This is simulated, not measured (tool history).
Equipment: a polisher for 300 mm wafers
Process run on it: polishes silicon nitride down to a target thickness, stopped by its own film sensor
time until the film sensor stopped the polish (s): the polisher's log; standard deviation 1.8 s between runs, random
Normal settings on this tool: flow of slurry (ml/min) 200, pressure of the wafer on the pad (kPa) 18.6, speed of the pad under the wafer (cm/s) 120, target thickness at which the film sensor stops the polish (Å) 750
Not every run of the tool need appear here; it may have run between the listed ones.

| run | day | flow of slurry (ml/min) | pressure of the wafer on the pad (kPa) | speed of the pad under the wafer (cm/s) | target thickness at which the film sensor stops the polish (Å) | incoming thickness of the incoming film, nm | time until the film sensor stopped the polish (s) |
|---|---|---|---|---|---|---|---|
| 1 | 0.000 | 200 | 18.6 | 120 | 750 | 208.1 | 108.8 |
| 2 | 1.746 | 200 | 18.6 | 120 | 750 | 213.3 | 109.6 |
|  | 3.275 | slurry nozzle cleaned |
| 3 | 6.125 | 200 | 18.6 | 120 | 750 | 210.1 | 105.6 |
| 4 | 7.975 | 200 | 18.6 | 120 | 750 | 209.2 | 103.5 |
|  | 8.279 | worn pad replaced by a new one |
| 5 | 10.525 | 200 | 18.6 | 96 | 750 | 207.1 | 119.8 |
| 6 | 12.254 | 200 | 18.6 | 120 | 750 | 206.6 | 101.2 |
|  | 15.292 | slurry nozzle cleaned |
|  | 16.554 | head pressure recalibrated |
| 7 | 16.575 | 200 | 18.6 | 120 | 750 | 212.9 | 120.1 |
| 8 | 18.717 | 200 | 18.6 | 120 | 750 | 214.1 | 111.7 |
| 9 | 22.325 | 200 | 18.6 | 120 | 750 | 210.3 | 108.5 |
|  | 23.088 | worn pad replaced by a new one |
| 10 | 25.596 | 200 | 18.6 | 120 | 750 | 210.3 | 103.8 |
|  | 27.679 | slurry nozzle cleaned |
| 11 | 30.362 | 200 | 18.6 | 120 | 750 | 213.2 | 107.5 |
| 12 | 34.167 | 200 | 24.1 | 84 | 1050 | 207.4 | 76.6 |
|  | 36.967 | worn pad replaced by a new one |
|  | 37.042 | head pressure recalibrated |
| 13 | 37.508 | 250 | 20.7 | 144 | 750 | 209.4 | 87.3 |
| 14 | 40.900 | 200 | 15.9 | 120 | 1140 | 209.7 | 90.4 |
|  | 43.379 | slurry nozzle cleaned |
| 15 | 43.783 | 200 | 18.6 | 154 | 1190 | 209.3 | 60.0 |
| 16 | 46.517 | 160 | 18.6 | 120 | 750 | 208.6 | 106.0 |
|  | 49.175 | worn pad replaced by a new one |
|  | 56.612 | slurry nozzle cleaned |
| 17 | 57.321 | 200 | 18.6 | 120 | 750 | 208.7 | 102.1 |
|  | 59.071 | head pressure recalibrated |
| 18 | 59.138 | 200 | 18.6 | 120 | 970 | 212.7 | 99.5 |
| 19 | 62.542 | 260 | 18.6 | 120 | 750 | 207.4 | 104.9 |
|  | 64.417 | worn pad replaced by a new one |
| 20 | 65.279 | 175 | 21.4 | 144 | 1000 | 209.7 | 67.4 |
| 21 | 67.021 | 200 | 18.6 | 120 | 750 | 206.9 | 101.5 |
| 22 | 68.704 | 200 | 18.6 | 96 | 750 | 213.1 | 123.8 |

What if the next run were any one of these 3? Each begins from the tool's condition after run 22:
| A | 68.725 | 200 | 18.6 | 120 | 1190 | 207.6 | ? |
| B | 68.725 | 265 | 18.6 | 104 | 750 | 207.6 | ? |
| C | 68.725 | 200 | 24.8 | 120 | 510 | 207.6 | ? |

| run | time until the film sensor stopped the polish (s) |
|---|---|
| A | 68.7 |
| B | 110.9 |
| C | 91.0 |
Take away the tool's hidden state, keep each run's random variation, and the runs would have read:
| run | time until the film sensor stopped the polish (s) |
|---|---|
| A | 75.3 |
| B | 121.6 |
| C | 99.8 |

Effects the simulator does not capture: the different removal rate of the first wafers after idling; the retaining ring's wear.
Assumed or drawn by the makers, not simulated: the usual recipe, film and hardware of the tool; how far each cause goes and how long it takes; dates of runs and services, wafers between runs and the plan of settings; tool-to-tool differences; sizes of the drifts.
